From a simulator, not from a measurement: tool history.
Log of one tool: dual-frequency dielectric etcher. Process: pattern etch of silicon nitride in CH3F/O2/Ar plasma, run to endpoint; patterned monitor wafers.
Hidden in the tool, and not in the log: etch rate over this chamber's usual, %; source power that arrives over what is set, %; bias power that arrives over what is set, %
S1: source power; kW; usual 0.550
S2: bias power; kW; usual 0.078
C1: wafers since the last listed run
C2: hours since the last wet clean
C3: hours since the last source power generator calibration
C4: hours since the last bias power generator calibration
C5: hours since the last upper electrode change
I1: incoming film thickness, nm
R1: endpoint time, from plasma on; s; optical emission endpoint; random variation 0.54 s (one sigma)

run 1 hour=0.0 | S1=0.610 S2=0.078 | C1=0 C2=25.9 C3=1559.3 C4=3701.8 C5=3791.0 | I1=51.2 | R1=59.7
run 2 hour=46.5 | S1=0.550 S2=0.078 | C1=416 C2=72.4 C3=1605.8 C4=3748.3 C5=3837.5 | I1=51.1 | R1=60.6
run 3 hour=93.3 | S1=0.550 S2=0.078 | C1=419 C2=119.2 C3=1652.6 C4=3795.1 C5=3884.3 | I1=51.2 | R1=60.5
run 4 hour=127.6 | S1=0.550 S2=0.078 | C1=307 C2=153.5 C3=1686.9 C4=3829.4 C5=3918.6 | I1=51.2 | R1=60.9
run 5 hour=174.4 | S1=0.550 S2=0.078 | C1=419 C2=200.3 C3=1733.7 C4=3876.2 C5=3965.4 | I1=51.6 | R1=61.7
run 6 hour=223.8 | S1=0.550 S2=0.072 | C1=442 C2=249.7 C3=1783.1 C4=3925.6 C5=4014.8 | I1=51.3 | R1=63.2
run 7 hour=288.9 | S1=0.550 S2=0.072 | C1=583 C2=314.8 C3=1848.2 C4=3990.7 C5=4079.9 | I1=51.2 | R1=62.5
run 8 hour=320.9 | S1=0.550 S2=0.064 | C1=286 C2=346.8 C3=1880.2 C4=4022.7 C5=4111.9 | I1=50.7 | R1=65.7
run 9 hour=388.8 | S1=0.550 S2=0.071 | C1=608 C2=414.7 C3=1948.1 C4=4090.6 C5=4179.8 | I1=50.9 | R1=61.8
run 10 hour=442.1 | S1=0.590 S2=0.078 | C1=477 C2=468.0 C3=2001.4 C4=4143.9 C5=4233.1 | I1=51.4 | R1=58.9
run 11 hour=498.9 | S1=0.590 S2=0.078 | C1=509 C2=524.8 C3=2058.2 C4=4200.7 C5=4289.9 | I1=51.6 | R1=57.4
-- hour=527.3 wet clean of the chamber
run 12 hour=535.7 | S1=0.550 S2=0.078 | C1=114 C2=8.4 C3=2095.0 C4=4237.5 C5=4326.7 | I1=50.4 | R1=61.0
run 13 hour=594.4 | S1=0.550 S2=0.078 | C1=526 C2=67.1 C3=2153.7 C4=4296.2 C5=4385.4 | I1=51.0 | R1=61.7
-- hour=616.6 source power generator calibrated
run 14 hour=639.3 | S1=0.550 S2=0.078 | C1=366 C2=112.0 C3=22.7 C4=4341.1 C5=4430.3 | I1=51.2 | R1=62.2
run 15 hour=705.1 | S1=0.470 S2=0.078 | C1=590 C2=177.8 C3=88.5 C4=4406.9 C5=4496.1 | I1=50.9 | R1=64.3
run 16 hour=735.3 | S1=0.470 S2=0.078 | C1=270 C2=208.0 C3=118.7 C4=4437.1 C5=4526.3 | I1=50.9 | R1=62.6
run 17 hour=778.2 | S1=0.490 S2=0.078 | C1=384 C2=250.9 C3=161.6 C4=4480.0 C5=4569.2 | I1=51.1 | R1=63.8
run 18 hour=836.8 | S1=0.670 S2=0.078 | C1=525 C2=309.5 C3=220.2 C4=4538.6 C5=4627.8 | I1=51.6 | R1=57.1
run 19 hour=869.7 | S1=0.650 S2=0.058 | C1=295 C2=342.4 C3=253.1 C4=4571.5 C5=4660.7 | I1=51.5 | R1=64.7
run 20 hour=918.1 | S1=0.470 S2=0.073 | C1=434 C2=390.8 C3=301.5 C4=4619.9 C5=4709.1 | I1=52.0 | R1=66.0
run 21 hour=973.8 | S1=0.550 S2=0.078 | C1=499 C2=446.5 C3=357.2 C4=4675.6 C5=4764.8 | I1=51.0 | R1=59.2
run 22 hour=1015.0 | S1=0.680 S2=0.065 | C1=369 C2=487.7 C3=398.4 C4=4716.8 C5=4806.0 | I1=50.7 | R1=59.2
run 23 hour=1066.4 | S1=0.550 S2=0.070 | C1=460 C2=539.1 C3=449.8 C4=4768.2 C5=4857.4 | I1=51.7 | R1=62.8
-- hour=1133.9 upper electrode replaced
run 24 hour=1134.4 | S1=0.630 S2=0.078 | C1=394 C2=607.1 C3=517.8 C4=4836.2 C5=0.5 | I1=52.0 | R1=56.8
-- hour=1168.4 wet clean of the chamber
run 25 hour=1168.9 | S1=0.480 S2=0.078 | C1=94 C2=0.5 C3=552.3 C4=4870.7 C5=35.0 | I1=50.7 | R1=63.2
run 26 hour=1206.4 | S1=0.550 S2=0.078 | C1=336 C2=38.0 C3=589.8 C4=4908.2 C5=72.5 | I1=51.5 | R1=61.5
-- hour=1218.5 bias power generator calibrated
run 27 hour=1262.1 | S1=0.500 S2=0.071 | C1=463 C2=93.7 C3=645.5 C4=43.6 C5=128.2 | I1=51.4 | R1=65.6
run 28 hour=1311.9 | S1=0.680 S2=0.078 | C1=446 C2=143.5 C3=695.3 C4=93.4 C5=178.0 | I1=51.2 | R1=56.7
run 29 hour=1340.7 | S1=0.640 S2=0.063 | C1=258 C2=172.3 C3=724.1 C4=122.2 C5=206.8 | I1=51.0 | R1=62.9

The next listed run, before its measurement:
run 30 hour=1535.1 | S1=0.550 S2=0.072 | C1=1743 C2=366.7 C3=918.5 C4=316.6 C5=401.2 | I1=51.5 | R1=?

{"run 30": {"R1": 61.5}}
Without the tool's hidden state the same run would have given R1 63.8 s.
